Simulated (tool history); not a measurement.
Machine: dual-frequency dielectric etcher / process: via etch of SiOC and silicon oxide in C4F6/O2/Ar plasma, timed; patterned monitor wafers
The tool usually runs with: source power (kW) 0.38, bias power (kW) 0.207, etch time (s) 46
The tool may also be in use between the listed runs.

run,hour,source power (kW),bias power (kW),etch time (s),"read-back reference wafer on the same gauge, depth_nm",mean etch depth across the wafer (nm)
1,0,0.38,0.178,46,59,50.3
2,94.8,0.38,0.178,46,58.9,49.9
3,202.4,0.38,0.178,46,58.9,49.7
# hour 220.2: source power generator calibrated
4,299.2,0.38,0.207,46,58.9,52.2
# hour 396.6: wet clean of the chamber
5,399.8,0.38,0.207,46,58.9,53.1
6,473.7,0.38,0.207,46,58.8,52.9
7,539.9,0.38,0.207,46,58.9,52.7
8,604.4,0.38,0.207,46,58.9,52.6
# hour 642.8: gauge calibrated
9,709.6,0.38,0.207,46,58.9,52.9
10,918,0.3,0.207,34,58.9,35.9
11,974.2,0.38,0.172,46,58.9,49.3
12,1015.9,0.38,0.207,46,58.9,52.4
13,1074.4,0.47,0.207,46,58.9,56.2
14,1129.3,0.38,0.207,38,58.9,42.9
# hour 1184: wet clean of the chamber
15,1184.5,0.38,0.207,46,59,53.1
16,1280.9,0.38,0.207,46,58.9,52.7
# hour 1323.7: upper electrode replaced, of another model than before
17,1388.6,0.47,0.257,46,58.9,57.7
18,1672.5,0.38,0.207,46,58.8,51.9
19,1764.6,0.38,0.207,37.5,58.9,42.3
# hour 1819.1: wet clean of the chamber
20,1846.7,0.41,0.207,46,58.9,53.7
# hour 1850.9: bias power generator calibrated
21,1950.6,0.44,0.17,37.5,58.8,43.5
22,2046.1,0.31,0.207,46,58.9,50.1
23,2153.1,0.38,0.207,46,58.9,52.2
24,2235,0.38,0.191,34,58.9,38.2
25,2315.1,0.35,0.24,53,58.9,60.7
26,2380.3,0.38,0.207,46,58.9,52
27,2448.1,0.34,0.188,56,59,60.2
# hour 2488.3: wet clean of the chamber
28,2488.8,0.38,0.241,46,58.9,54.3
29,2592.5,0.38,0.172,37.5,58.9,41.7

Here are 4 independent what-if runs from the current tool condition. What would each one return?
A,2592.9,0.38,0.207,42,?,?
B,2592.9,0.38,0.207,54,?,?
C,2592.9,0.45,0.207,46,?,?
D,2592.9,0.41,0.24,36,?,?

run,"read-back reference wafer on the same gauge, depth_nm",mean etch depth across the wafer (nm)
A,58.9,48.1
B,58.9,61.8
C,58.9,55.2
D,58.9,43.3
Without the tool's hidden state the same runs would have given:
run,mean etch depth across the wafer (nm)
A,48.2
B,61.9
C,55.3
D,43.4
